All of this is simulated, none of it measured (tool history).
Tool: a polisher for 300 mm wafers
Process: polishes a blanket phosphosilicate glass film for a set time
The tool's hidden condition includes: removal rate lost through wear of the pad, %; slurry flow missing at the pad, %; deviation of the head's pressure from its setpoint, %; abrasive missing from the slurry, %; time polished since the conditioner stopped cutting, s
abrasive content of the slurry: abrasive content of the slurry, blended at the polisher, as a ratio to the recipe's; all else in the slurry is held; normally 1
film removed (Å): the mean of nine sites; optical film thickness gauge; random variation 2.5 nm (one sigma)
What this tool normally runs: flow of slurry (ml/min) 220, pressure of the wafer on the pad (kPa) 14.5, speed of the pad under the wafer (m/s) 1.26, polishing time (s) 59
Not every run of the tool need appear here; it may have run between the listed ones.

run	day	flow of slurry (ml/min)	pressure of the wafer on the pad (kPa)	speed of the pad under the wafer (m/s)	abrasive content of the slurry	polishing time (s)	wafers since the last listed run	wafers polished on this pad	hours since the slurry nozzle was cleaned	hours since the head pressure was calibrated	hours since the slurry blender was calibrated	hours since the conditioning disc was replaced	incoming thickness of the incoming film, nm	film removed (Å)
1	0	220	14.5	1.26	1	59	0	374	152.2	658.7	425.6	129.6	1864.4	3361
2	0.583	220	14.5	1.26	1	59	122	496	166.2	672.7	439.6	143.6	1924.4	3336
# day 1.133: slurry blender recalibrated
3	1.454	220	11.7	1.26	1	59	164	661	187.1	693.6	7.7	164.5	1874.9	2750
# day 2.625: conditioning disc replaced and pad reconditioned
4	2.638	220	11.7	1.26	1	59	230	891	215.5	722	36.1	0.3	1880.4	2715
# day 3.221: worn pad replaced by a new one
5	3.542	220	11.7	1.26	1	59	154	66	237.2	743.7	57.8	22	1896	2765
6	4.638	220	14.5	1.26	1	76	229	296	263.5	770	84.1	48.3	1860.8	4314
7	5.717	220	14.5	1.26	1	76	225	521	289.4	795.9	110	74.2	1914.5	4298
8	7.108	220	14.5	1.26	1	59	291	813	322.8	829.3	143.4	107.6	1892.7	3333
9	8.238	220	14.5	1.26	1	59	236	1049	349.9	856.4	170.5	134.7	1905.8	3304
# day 8.446: head pressure recalibrated
# day 8.562: worn pad replaced by a new one
10	8.808	220	14.5	1.26	1	59	77	51	363.6	8.7	184.2	148.4	1902.1	3387
11	10.108	220	18.6	0.82	0.85	69	271	323	394.8	39.9	215.4	179.6	1922.3	3247
12	11.483	180	11	1.26	1.15	59	287	611	427.8	72.9	248.4	212.6	1853.1	2689
# day 11.658: conditioning disc replaced and pad reconditioned
13	12.825	220	18.6	1.42	1.25	42	263	874	460	105.1	280.6	28	1857.4	3637
14	13.833	220	12.4	1.26	1	59	210	1085	484.2	129.3	304.8	52.2	1910.1	2922
# day 14.362: worn pad replaced by a new one
# day 14.896: slurry nozzle cleaned
15	15.25	220	14.5	1.26	1	59	252	177	8.5	163.3	338.8	86.2	1880.3	3332
# day 16.142: slurry blender recalibrated
16	16.467	185	17.9	1.26	1	59	237	414	37.7	192.5	7.8	115.4	1890.7	3992
17	17.612	220	15.9	1.26	1	59	239	654	65.2	220	35.3	142.9	1857.1	3654
18	18.392	220	14.5	1.26	1	59	163	817	83.9	238.7	54	161.6	1922.2	3340
19	19.396	220	14.5	1.26	1	59	210	1027	108	262.8	78.1	185.7	1892.7	3337
# day 19.908: worn pad replaced by a new one
# day 19.942: conditioning disc replaced and pad reconditioned
20	20.871	255	14.5	1.06	1	59	266	194	143.4	298.2	113.5	22.3	1893.3	2940
21	21.45	220	14.5	1.26	1	50	121	315	157.3	312.1	127.4	36.2	1859.3	2857

3 options for the next run, each taken on its own from the tool as it stands now. Forecast them:
A	21.467	220	14.5	1.26	1.25	59	3	319	157.7	312.5	127.8	36.6	1877.5	?
B	21.467	260	12.4	1.26	1	59	3	319	157.7	312.5	127.8	36.6	1877.5	?
C	21.467	250	16.5	1.54	1.2	59	3	319	157.7	312.5	127.8	36.6	1877.5	?

run	film removed (Å)
A	3684
B	2972
C	4906
Had the tool no hidden state, the same runs would have come out as:
run	film removed (Å)
A	3684
B	2972
C	4906
